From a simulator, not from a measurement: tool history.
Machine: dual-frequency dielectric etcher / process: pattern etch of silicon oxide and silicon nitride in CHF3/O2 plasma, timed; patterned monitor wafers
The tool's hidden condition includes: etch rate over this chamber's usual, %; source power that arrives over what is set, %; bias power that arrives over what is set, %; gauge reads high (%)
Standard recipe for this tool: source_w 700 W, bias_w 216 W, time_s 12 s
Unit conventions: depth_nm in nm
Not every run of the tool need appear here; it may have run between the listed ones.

run   hour  source_w  bias_w  time_s  wafers since the last listed run  hours since the last wet clean  hours since the last source power generator calibration  hours since the last bias power generator calibration  hours since the last upper electrode change  hours since the gauge calibration  read-back reference wafer on the same gauge, depth_nm  depth_nm
  1      0       700     185       9                                 0                           279.1                                                   2223.3                                                 1403.3                                         4169                              220.7                                                  23.49     14.25
  2   22.4       700     216      12                               497                           301.5                                                   2245.7                                                 1425.7                                       4191.4                              243.1                                                  23.47     20.44
  3   43.6       700     216     9.5                               471                           322.7                                                   2266.9                                                 1446.9                                       4212.6                              264.3                                                  23.47     16.28
  4   63.2       700     216     9.5                               435                           342.3                                                   2286.5                                                 1466.5                                       4232.2                              283.9                                                  23.49     16.21
  5   97.6       620     255      12                               764                           376.7                                                   2320.9                                                 1500.9                                       4266.6                              318.3                                                   23.5     21.01
  6  128.7       620     255      12                               691                           407.8                                                     2352                                                   1532                                       4297.7                              349.4                                                  23.52     20.97
  7  162.4       620     255      12                               748                           441.5                                                   2385.7                                                 1565.7                                       4331.4                              383.1                                                   23.5     20.92
     187.4  -- wet clean of the chamber
     208.5  -- upper electrode replaced
  8    209       700     216      11                                33                            21.6                                                   2432.3                                                 1612.3                                          0.5                              429.7                                                  23.49     18.45
  9  238.9       700     216      12                               664                            51.5                                                   2462.2                                                 1642.2                                         30.4                              459.6                                                  23.52     20.25
 10  259.2       830     216      12                               451                            71.8                                                   2482.5                                                 1662.5                                         50.7                              479.9                                                  23.49     21.74
     287.3  -- gauge calibrated
 11  294.7       590     216     9.5                               788                           107.3                                                     2518                                                   1698                                         86.2                                7.4                                                  23.52     15.41
 12  319.5       560     189      13                               551                           132.1                                                   2542.8                                                 1722.8                                          111                               32.2                                                  23.49     19.41
 13  338.6       820     190      10                               424                           151.2                                                   2561.9                                                 1741.9                                        130.1                               51.3                                                  23.51     16.99
 14    355       700     216       9                               364                           167.6                                                   2578.3                                                 1758.3                                        146.5                               67.7                                                   23.5     15.36
       389  -- source power generator calibrated
     434.9  -- bias power generator calibrated
 15  449.1       700     216       9                              1913                           261.7                                                     60.1                                                   14.2                                        240.6                              161.8                                                  23.47     15.33
 16  468.1       700     254      12                               422                           280.7                                                     79.1                                                   33.2                                        259.6                              180.8                                                  23.45     21.87
 17  493.9       610     216    15.5                               573                           306.5                                                    104.9                                                     59                                        285.4                              206.6                                                  23.54     25.08
 18  509.9       700     216    14.5                               355                           322.5                                                    120.9                                                     75                                        301.4                              222.6                                                   23.5     24.58
 19  526.9       550     251    14.5                               377                           339.5                                                    137.9                                                     92                                        318.4                              239.6                                                  23.51     24.26
 20  557.2       560     264    13.5                               673                           369.8                                                    168.2                                                  122.3                                        348.7                              269.9                                                  23.49     23.14
 21  576.3       700     216       9                               424                           388.9                                                    187.3                                                  141.4                                        367.8                                289                                                  23.53     15.28

Alternative continuations, all from the tool just after run 21; predict every row:
  A  576.7       700     216      12                                 8                           389.3                                                    187.7                                                  141.8                                        368.2                              289.4                                                      ?         ?
  B  576.7       700     216      14                                 8                           389.3                                                    187.7                                                  141.8                                        368.2                              289.4                                                      ?         ?
  C  576.7       540     216    15.5                                 8                           389.3                                                    187.7                                                  141.8                                        368.2                              289.4                                                      ?         ?
  D  576.7       840     216      12                                 8                           389.3                                                    187.7                                                  141.8                                        368.2                              289.4                                                      ?         ?
  E  576.7       530     230     9.5                                 8                           389.3                                                    187.7                                                  141.8                                        368.2                              289.4                                                      ?         ?

run  read-back reference wafer on the same gauge, depth_nm  depth_nm
  A                                                   23.5     20.32
  B                                                   23.5      23.7
  C                                                   23.5      24.1
  D                                                   23.5     21.61
  E                                                   23.5     15.06
What these runs would have given with no unlogged condition in the tool:
run  depth_nm
  A     20.32
  B      23.7
  C      24.1
  D     21.61
  E     15.06

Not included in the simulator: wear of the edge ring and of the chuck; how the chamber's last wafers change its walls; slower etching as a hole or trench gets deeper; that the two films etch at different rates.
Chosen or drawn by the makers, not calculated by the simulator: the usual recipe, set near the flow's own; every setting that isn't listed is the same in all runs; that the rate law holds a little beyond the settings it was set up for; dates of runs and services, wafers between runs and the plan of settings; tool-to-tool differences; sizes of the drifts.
